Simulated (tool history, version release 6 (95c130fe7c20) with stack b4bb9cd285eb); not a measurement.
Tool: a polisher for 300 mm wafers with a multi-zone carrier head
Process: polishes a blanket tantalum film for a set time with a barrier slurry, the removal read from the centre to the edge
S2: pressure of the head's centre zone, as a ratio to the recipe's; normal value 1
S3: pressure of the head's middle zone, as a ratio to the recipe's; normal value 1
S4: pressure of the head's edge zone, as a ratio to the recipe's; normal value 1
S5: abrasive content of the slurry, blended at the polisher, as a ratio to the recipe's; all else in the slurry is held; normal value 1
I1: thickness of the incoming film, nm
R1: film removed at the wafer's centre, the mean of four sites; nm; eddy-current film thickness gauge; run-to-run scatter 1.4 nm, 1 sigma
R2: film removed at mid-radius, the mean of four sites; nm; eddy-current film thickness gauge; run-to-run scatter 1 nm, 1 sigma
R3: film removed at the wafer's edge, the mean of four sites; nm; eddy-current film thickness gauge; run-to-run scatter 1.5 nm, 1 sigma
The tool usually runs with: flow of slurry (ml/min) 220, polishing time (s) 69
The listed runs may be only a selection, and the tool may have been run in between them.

{"run": 1, "day": 0.0, "flow of slurry (ml/min)": 220, "S2": 1, "S3": 1, "S4": 1, "S5": 1, "polishing time (s)": 69, "I1": 380.2, "R1": 126.8, "R2": 128.5, "R3": 127.1}
{"run": 2, "day": 3.554, "flow of slurry (ml/min)": 220, "S2": 1, "S3": 1, "S4": 1, "S5": 1, "polishing time (s)": 69, "I1": 379.7, "R1": 123.4, "R2": 125.5, "R3": 124.9}
{"run": 3, "day": 5.296, "flow of slurry (ml/min)": 220, "S2": 1, "S3": 1.02, "S4": 1, "S5": 1, "polishing time (s)": 69, "I1": 379.4, "R1": 121.6, "R2": 124.7, "R3": 126.6}
{"day": 7.179, "done": "slurry nozzle cleaned"}
{"day": 7.612, "done": "worn pad replaced by a new one"}
{"run": 4, "day": 8.821, "flow of slurry (ml/min)": 220, "S2": 1.06, "S3": 1, "S4": 1, "S5": 1, "polishing time (s)": 69, "I1": 378.4, "R1": 147, "R2": 138.2, "R3": 136.5}
{"run": 5, "day": 10.925, "flow of slurry (ml/min)": 220, "S2": 1.06, "S3": 1, "S4": 1, "S5": 1, "polishing time (s)": 69, "I1": 384.9, "R1": 145.3, "R2": 139.8, "R3": 135}
{"run": 6, "day": 13.925, "flow of slurry (ml/min)": 220, "S2": 1, "S3": 1, "S4": 1, "S5": 1, "polishing time (s)": 69, "I1": 380.7, "R1": 135.4, "R2": 136.9, "R3": 135.7}
{"run": 7, "day": 16.633, "flow of slurry (ml/min)": 220, "S2": 1, "S3": 1, "S4": 1, "S5": 1, "polishing time (s)": 69, "I1": 383.5, "R1": 135.5, "R2": 135.2, "R3": 134.1}
{"day": 19.488, "done": "centre zone pressure recalibrated"}
{"run": 8, "day": 19.65, "flow of slurry (ml/min)": 220, "S2": 0.9, "S3": 0.93, "S4": 1, "S5": 1, "polishing time (s)": 69, "I1": 371.3, "R1": 118.8, "R2": 125.6, "R3": 133.3}
{"day": 20.033, "done": "edge zone pressure recalibrated"}
{"day": 25.621, "done": "worn pad replaced by a new one"}
{"run": 9, "day": 27.204, "flow of slurry (ml/min)": 265, "S2": 1, "S3": 1, "S4": 1.09, "S5": 1, "polishing time (s)": 69, "I1": 379.3, "R1": 135.6, "R2": 134.3, "R3": 135.3}
{"day": 27.892, "done": "carrier head's membrane replaced by a new one, of another model than before"}
{"run": 10, "day": 29.421, "flow of slurry (ml/min)": 220, "S2": 1, "S3": 1.1, "S4": 1, "S5": 1, "polishing time (s)": 69, "I1": 384, "R1": 126.5, "R2": 145.9, "R3": 126.3}
{"run": 11, "day": 32.696, "flow of slurry (ml/min)": 220, "S2": 1, "S3": 1, "S4": 1, "S5": 1, "polishing time (s)": 69, "I1": 378.3, "R1": 124.6, "R2": 126.8, "R3": 124.7}
{"run": 12, "day": 36.112, "flow of slurry (ml/min)": 220, "S2": 1, "S3": 1.06, "S4": 1, "S5": 1.1, "polishing time (s)": 69, "I1": 377.4, "R1": 125.1, "R2": 141.1, "R3": 129.1}
{"day": 38.0, "done": "slurry nozzle cleaned"}
{"day": 40.017, "done": "edge zone pressure recalibrated"}
{"run": 13, "day": 40.246, "flow of slurry (ml/min)": 220, "S2": 1.06, "S3": 0.94, "S4": 1, "S5": 0.85, "polishing time (s)": 87, "I1": 387.1, "R1": 174.7, "R2": 144.1, "R3": 154.2}
{"run": 14, "day": 43.821, "flow of slurry (ml/min)": 155, "S2": 1, "S3": 1, "S4": 1, "S5": 1, "polishing time (s)": 69, "I1": 384.5, "R1": 123.4, "R2": 126.9, "R3": 127.4}
{"day": 44.696, "done": "worn pad replaced by a new one"}
{"run": 15, "day": 46.925, "flow of slurry (ml/min)": 220, "S2": 1, "S3": 1, "S4": 1, "S5": 1, "polishing time (s)": 69, "I1": 372.8, "R1": 134, "R2": 135, "R3": 132.2}
{"run": 16, "day": 48.825, "flow of slurry (ml/min)": 290, "S2": 1, "S3": 1, "S4": 1, "S5": 1, "polishing time (s)": 69, "I1": 386.2, "R1": 141.2, "R2": 139.4, "R3": 137.5}

Estimate the outcome of run 17 from the log above:
{"run": 17, "day": 52.446, "flow of slurry (ml/min)": 220, "S2": 1, "S3": 1, "S4": 1, "S5": 1, "polishing time (s)": 69, "I1": 377.7, "R1": "?", "R2": "?", "R3": "?"}

Run 17 came out at R1 132.3 nm, R2 133.6 nm, R3 132 nm.
Without the tool's hidden state the same run would have given R1 139.9 nm, R2 140.5 nm, R3 137 nm.
